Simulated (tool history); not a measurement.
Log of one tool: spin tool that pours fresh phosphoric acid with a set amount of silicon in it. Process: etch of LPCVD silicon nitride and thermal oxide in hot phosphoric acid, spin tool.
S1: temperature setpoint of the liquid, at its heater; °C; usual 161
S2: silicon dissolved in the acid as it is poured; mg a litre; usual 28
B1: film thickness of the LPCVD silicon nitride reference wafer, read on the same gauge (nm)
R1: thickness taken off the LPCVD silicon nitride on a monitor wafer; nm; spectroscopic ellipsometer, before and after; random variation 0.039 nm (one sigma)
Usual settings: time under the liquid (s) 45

run 1 day=0 | S1=161 S2=15 time_under_the_liquid_(s)=25 | B1=129.985 | R1=2.405
run 2 day=0.758 | S1=161 S2=28 time_under_the_liquid_(s)=45 | B1=129.996 | R1=4.35
run 3 day=2.167 | S1=161 S2=28 time_under_the_liquid_(s)=45 | B1=129.994 | R1=4.339
run 4 day=3.292 | S1=161 S2=28 time_under_the_liquid_(s)=45 | B1=129.984 | R1=4.307
run 5 day=4.55 | S1=161 S2=28 time_under_the_liquid_(s)=45 | B1=129.985 | R1=4.309
-- day=5.429 dissolved silicon flow meter replaced
run 6 day=7.412 | S1=161 S2=28 time_under_the_liquid_(s)=45 | B1=129.999 | R1=4.295
run 7 day=7.917 | S1=161 S2=28 time_under_the_liquid_(s)=45 | B1=130.001 | R1=4.366
run 8 day=9.183 | S1=161 S2=16 time_under_the_liquid_(s)=40 | B1=129.986 | R1=3.861
run 9 day=10.025 | S1=159 S2=28 time_under_the_liquid_(s)=55 | B1=130.029 | R1=4.946
run 10 day=11.079 | S1=160 S2=28 time_under_the_liquid_(s)=70 | B1=129.992 | R1=6.583
run 11 day=11.725 | S1=160 S2=28 time_under_the_liquid_(s)=70 | B1=129.972 | R1=6.589
run 12 day=12.792 | S1=161 S2=28 time_under_the_liquid_(s)=45 | B1=129.998 | R1=4.371
-- day=13.292 thermometer replaced
-- day=13.529 heated supply line repaired
run 13 day=14.221 | S1=162 S2=28 time_under_the_liquid_(s)=45 | B1=129.997 | R1=4.446
run 14 day=14.729 | S1=162 S2=41 time_under_the_liquid_(s)=55 | B1=130.014 | R1=5.453
-- day=15.292 gauge calibrated
run 15 day=15.346 | S1=161 S2=28 time_under_the_liquid_(s)=45 | B1=130.011 | R1=4.368
run 16 day=16.521 | S1=162.5 S2=47.5 time_under_the_liquid_(s)=50 | B1=130.029 | R1=5.053
run 17 day=17.246 | S1=161 S2=28 time_under_the_liquid_(s)=45 | B1=129.994 | R1=4.326
run 18 day=18.496 | S1=163 S2=47 time_under_the_liquid_(s)=45 | B1=129.985 | R1=4.612
run 19 day=19.35 | S1=161 S2=28 time_under_the_liquid_(s)=30 | B1=130.013 | R1=2.894
run 20 day=20.338 | S1=158.5 S2=28 time_under_the_liquid_(s)=45 | B1=129.993 | R1=3.924
run 21 day=21.433 | S1=161 S2=28 time_under_the_liquid_(s)=45 | B1=129.998 | R1=4.341
run 22 day=22.754 | S1=164 S2=13.5 time_under_the_liquid_(s)=45 | B1=130.007 | R1=4.877
run 23 day=23.796 | S1=163 S2=34 time_under_the_liquid_(s)=30 | B1=130.004 | R1=3.136

3 ways to go on from here, each from the tool as it stands after run 23. What would each give?
run A day=23.812 | S1=161 S2=38 time_under_the_liquid_(s)=45 | B1=? | R1=?
run B day=23.812 | S1=159 S2=36 time_under_the_liquid_(s)=65 | B1=? | R1=?
run C day=23.812 | S1=162 S2=17 time_under_the_liquid_(s)=55 | B1=? | R1=?

run=A B1=129.991 R1=4.322
run=B B1=129.991 R1=5.837
run=C B1=129.991 R1=5.461
Without the tool's hidden state the same runs would have given:
run=A R1=4.322
run=B R1=5.837
run=C R1=5.461

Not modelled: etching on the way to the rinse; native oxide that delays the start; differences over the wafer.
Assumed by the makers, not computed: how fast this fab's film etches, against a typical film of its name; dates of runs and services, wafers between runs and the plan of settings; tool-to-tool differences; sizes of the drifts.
